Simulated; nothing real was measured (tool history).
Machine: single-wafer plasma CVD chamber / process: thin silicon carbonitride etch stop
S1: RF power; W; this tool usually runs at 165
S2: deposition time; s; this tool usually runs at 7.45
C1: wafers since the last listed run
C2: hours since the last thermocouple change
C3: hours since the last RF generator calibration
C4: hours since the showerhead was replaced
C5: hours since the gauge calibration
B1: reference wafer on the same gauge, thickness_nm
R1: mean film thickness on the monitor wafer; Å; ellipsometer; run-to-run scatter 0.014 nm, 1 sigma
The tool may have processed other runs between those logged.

run	hour	S1	S2	C1	C2	C3	C4	C5	B1	R1
1	0.0	165	7.45	0	2268.2	1890.6	3963.3	322.9	4.218	42.49
2	34.8	165	7.45	790	2303.0	1925.4	3998.1	357.7	4.221	42.47
3	72.5	165	7.45	856	2340.7	1963.1	4035.8	395.4	4.221	41.97
4	100.6	175	6.32	638	2368.8	1991.2	4063.9	423.5	4.219	36.93
5	135.8	175	6.32	799	2404.0	2026.4	4099.1	458.7	4.224	36.92
6	167.6	165	7.45	722	2435.8	2058.2	4130.9	490.5	4.220	42.24
7	193.9	165	7.45	597	2462.1	2084.5	4157.2	516.8	4.217	42.27
8	259.3	165	6.69	1485	2527.5	2149.9	4222.6	582.2	4.224	37.83
# hour 295.9: thermocouple changed; heater temperature recalibrated
9	330.3	165	7.45	1430	34.4	2220.9	4293.6	653.2	4.218	42.22
10	379.3	165	6.42	1112	83.4	2269.9	4342.6	702.2	4.222	36.45
11	427.7	195	6.92	1099	131.8	2318.3	4391.0	750.6	4.223	42.50
# hour 451.5: gauge calibrated
12	455.1	140	8.64	622	159.2	2345.7	4418.4	3.6	4.219	45.37
# hour 480.1: RF generator calibrated
13	514.5	150	8.40	1167	218.6	34.4	4477.8	63.0	4.221	45.83
# hour 586.5: showerhead replaced
14	587.0	175	8.62	1464	291.1	106.9	0.5	135.5	4.221	49.99
15	626.7	165	6.69	901	330.8	146.6	40.2	175.2	4.226	38.07
16	691.9	145	6.38	1480	396.0	211.8	105.4	240.4	4.219	34.09
17	816.5	165	7.45	2829	520.6	336.4	230.0	365.0	4.219	42.57

Predict each of these 5 candidate next runs independently; none follows another, all start after run 17:
A	816.9	165	6.50	9	521.0	336.8	230.4	365.4	?	?
B	816.9	195	7.45	9	521.0	336.8	230.4	365.4	?	?
C	816.9	165	8.81	9	521.0	336.8	230.4	365.4	?	?
D	816.9	155	6.30	9	521.0	336.8	230.4	365.4	?	?
E	816.9	165	8.07	9	521.0	336.8	230.4	365.4	?	?

run	B1	R1
A	4.224	37.08
B	4.224	45.59
C	4.224	50.26
D	4.224	34.97
E	4.224	46.04
Without the tool's unlogged condition, the same runs would have read:
run	R1
A	37.08
B	45.59
C	50.26
D	34.97
E	46.04
